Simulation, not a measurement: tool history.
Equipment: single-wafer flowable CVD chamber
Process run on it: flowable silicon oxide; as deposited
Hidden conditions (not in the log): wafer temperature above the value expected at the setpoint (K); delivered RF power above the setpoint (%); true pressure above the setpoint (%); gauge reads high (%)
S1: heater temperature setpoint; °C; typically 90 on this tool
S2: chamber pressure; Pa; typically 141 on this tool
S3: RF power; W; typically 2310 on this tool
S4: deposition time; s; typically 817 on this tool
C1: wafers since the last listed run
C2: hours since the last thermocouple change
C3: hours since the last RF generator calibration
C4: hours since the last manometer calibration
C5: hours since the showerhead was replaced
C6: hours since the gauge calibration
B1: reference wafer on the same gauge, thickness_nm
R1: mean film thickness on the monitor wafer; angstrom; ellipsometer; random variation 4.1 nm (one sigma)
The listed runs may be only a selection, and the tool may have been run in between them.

Run 1, hour 0: usual settings; C1 0; C2 49; C3 2727.3; C4 1297.9; C5 58; C6 589.1; B1 880.266. Result: R1 9612.85 angstrom.
Run 2, hour 28.4: usual settings; C1 91; C2 77.4; C3 2755.7; C4 1326.3; C5 86.4; C6 617.5; B1 879.862. Result: R1 9588.52 angstrom.
Run 3, hour 51.5: usual settings; C1 74; C2 100.5; C3 2778.8; C4 1349.4; C5 109.5; C6 640.6; B1 880.378. Result: R1 9542.34 angstrom.
Run 4, hour 75.9: usual settings but S2 157 Pa, S4 722 s; C1 78; C2 124.9; C3 2803.2; C4 1373.8; C5 133.9; C6 665; B1 879.356. Result: R1 9275.86 angstrom.
At hour 96.3: RF generator calibrated.
Run 5, hour 98.1: usual settings but S2 157 Pa, S4 722 s; C1 45; C2 147.1; C3 1.8; C4 1396; C5 156.1; C6 687.2; B1 879.446. Result: R1 9262.53 angstrom.
Run 6, hour 113.2: usual settings but S4 879 s; C1 48; C2 162.2; C3 16.9; C4 1411.1; C5 171.2; C6 702.3; B1 879.76. Result: R1 10155.26 angstrom.
Run 7, hour 146.5: usual settings but S2 111 Pa; C1 107; C2 195.5; C3 50.2; C4 1444.4; C5 204.5; C6 735.6; B1 879.014. Result: R1 7164.48 angstrom.
Run 8, hour 170.4: usual settings but S1 102 °C, S2 164 Pa; C1 77; C2 219.4; C3 74.1; C4 1468.3; C5 228.4; C6 759.5; B1 879.736. Result: R1 6850.66 angstrom.
Run 9, hour 200.1: usual settings but S2 159 Pa; C1 95; C2 249.1; C3 103.8; C4 1498; C5 258.1; C6 789.2; B1 881.306. Result: R1 10382.75 angstrom.
Run 10, hour 232: usual settings but S1 102 °C, S2 108 Pa, S3 1955 W, S4 687 s; C1 102; C2 281; C3 135.7; C4 1529.9; C5 290; C6 821.1; B1 880.037. Result: R1 3595.71 angstrom.
Run 11, hour 245.8: usual settings but S1 95 °C, S4 950 s; C1 44; C2 294.8; C3 149.5; C4 1543.7; C5 303.8; C6 834.9; B1 880.118. Result: R1 8866.92 angstrom.
Run 12, hour 281.6: usual settings but S1 103 °C, S2 171 Pa, S3 2565 W; C1 115; C2 330.6; C3 185.3; C4 1579.5; C5 339.6; C6 870.7; B1 879.333. Result: R1 6841.14 angstrom.
Run 13, hour 311.2: usual settings; C1 95; C2 360.2; C3 214.9; C4 1609.1; C5 369.2; C6 900.3; B1 880.54. Result: R1 9097.57 angstrom.
At hour 325.5: capacitance manometer re-zeroed and calibrated.
At hour 334: gauge calibrated.
Run 14, hour 341.5: usual settings but S1 98 °C, S2 119 Pa, S3 1880 W; C1 71; C2 390.5; C3 245.2; C4 16; C5 399.5; C6 7.5; B1 879.432. Result: R1 5663.1 angstrom.
Run 15, hour 375.7: usual settings but S1 82 °C, S2 123 Pa, S4 910 s; C1 110; C2 424.7; C3 279.4; C4 50.2; C5 433.7; C6 41.7; B1 880.847. Result: R1 11986.14 angstrom.
Run 16, hour 408.3: usual settings; C1 105; C2 457.3; C3 312; C4 82.8; C5 466.3; C6 74.3; B1 880.605. Result: R1 9473.1 angstrom.
Run 17, hour 440.2: usual settings; C1 102; C2 489.2; C3 343.9; C4 114.7; C5 498.2; C6 106.2; B1 879.49. Result: R1 9416.85 angstrom.
Run 18, hour 468.8: usual settings; C1 92; C2 517.8; C3 372.5; C4 143.3; C5 526.8; C6 134.8; B1 879.923. Result: R1 9425.84 angstrom.

What will run 19 give?
Run 19, hour 493.3: usual settings but S1 103 °C, S2 124 Pa, S3 1955 W; C1 78; C2 542.3; C3 397; C4 167.8; C5 551.3; C6 159.3; B1 ?. Result: R1 ?.

B1: 879.817
R1: 4893.87 angstrom
With no hidden state in the tool, this same run would have given R1 5211.98 angstrom.
